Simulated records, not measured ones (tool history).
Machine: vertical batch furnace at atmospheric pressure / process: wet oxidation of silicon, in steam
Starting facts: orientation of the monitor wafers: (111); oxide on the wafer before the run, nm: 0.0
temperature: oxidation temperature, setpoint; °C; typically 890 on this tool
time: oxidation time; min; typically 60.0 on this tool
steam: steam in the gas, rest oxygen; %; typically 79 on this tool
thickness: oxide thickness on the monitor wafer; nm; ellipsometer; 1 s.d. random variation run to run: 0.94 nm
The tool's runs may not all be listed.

run,hour,temperature,time,steam,"read-back reference wafer on the same gauge, thickness",thickness
1,0.0,890,60.0,79,129.16,149.20
2,29.9,890,60.0,79,128.95,151.82
3,60.3,882,77.0,79,128.49,169.62
4,92.5,890,60.0,79,128.71,150.78
5,114.0,890,60.0,79,128.39,150.82
6,148.1,890,60.0,79,128.37,148.28
7,176.2,904,60.0,88,128.03,194.02
8,210.7,904,60.0,88,127.70,192.07
9,245.1,904,60.0,88,127.63,193.93
10,260.8,871,60.0,79,127.77,114.86
11,284.2,871,60.0,79,127.68,114.10
12,304.9,871,60.0,79,127.33,112.91
13,329.7,885,60.0,79,127.39,138.21
# hour 334.2: gauge calibrated
14,361.0,890,60.0,79,134.06,157.62
15,382.0,890,60.0,79,134.60,157.34
16,423.3,890,60.0,79,134.07,157.87
17,454.4,890,60.0,86,133.88,169.51
18,467.7,890,60.0,86,133.64,167.80
19,492.8,890,60.0,86,133.89,169.91
20,528.2,890,34.5,73,133.56,89.53
21,542.9,890,60.0,79,133.79,156.40
# hour 583.7: thermocouples replaced and temperature profile calibrated
22,584.2,909,60.0,79,133.39,196.29
23,601.7,870,60.0,79,133.15,117.47
24,633.8,915,72.0,83,132.60,250.30
25,646.9,890,60.0,79,132.59,154.93
# hour 699.4: steam generator serviced
26,699.9,908,60.0,79,132.64,194.65
27,704.0,890,85.0,84,132.71,218.56
28,717.9,865,76.5,79,132.17,134.15
29,735.9,908,60.0,89,132.26,213.33
30,765.5,907,75.5,84,132.02,241.88
31,793.4,882,60.0,79,131.85,138.86
32,807.8,890,60.0,79,132.26,154.71
33,822.6,890,46.5,72,132.18,114.29
34,835.4,890,34.5,73,131.57,88.80
35,864.0,890,43.0,70,131.52,104.44
36,878.5,890,60.0,79,131.57,156.24
37,900.6,867,75.0,75,131.51,128.94
38,923.8,906,89.0,73,131.36,238.51
39,957.7,879,37.0,73,131.03,80.17

Each row is a separate what-if for the run after 39, all from the same tool condition, not one after another. Results?
A,961.9,890,70.0,79,?,?
B,961.9,877,60.0,74,?,?
C,961.9,868,79.5,85,?,?

run,"read-back reference wafer on the same gauge, thickness",thickness
A,131.18,177.56
B,131.18,122.92
C,131.18,155.95
With the hidden condition removed and each run's random variation left untouched, the same runs would have given:
run,thickness
A,181.44
B,125.61
C,159.36

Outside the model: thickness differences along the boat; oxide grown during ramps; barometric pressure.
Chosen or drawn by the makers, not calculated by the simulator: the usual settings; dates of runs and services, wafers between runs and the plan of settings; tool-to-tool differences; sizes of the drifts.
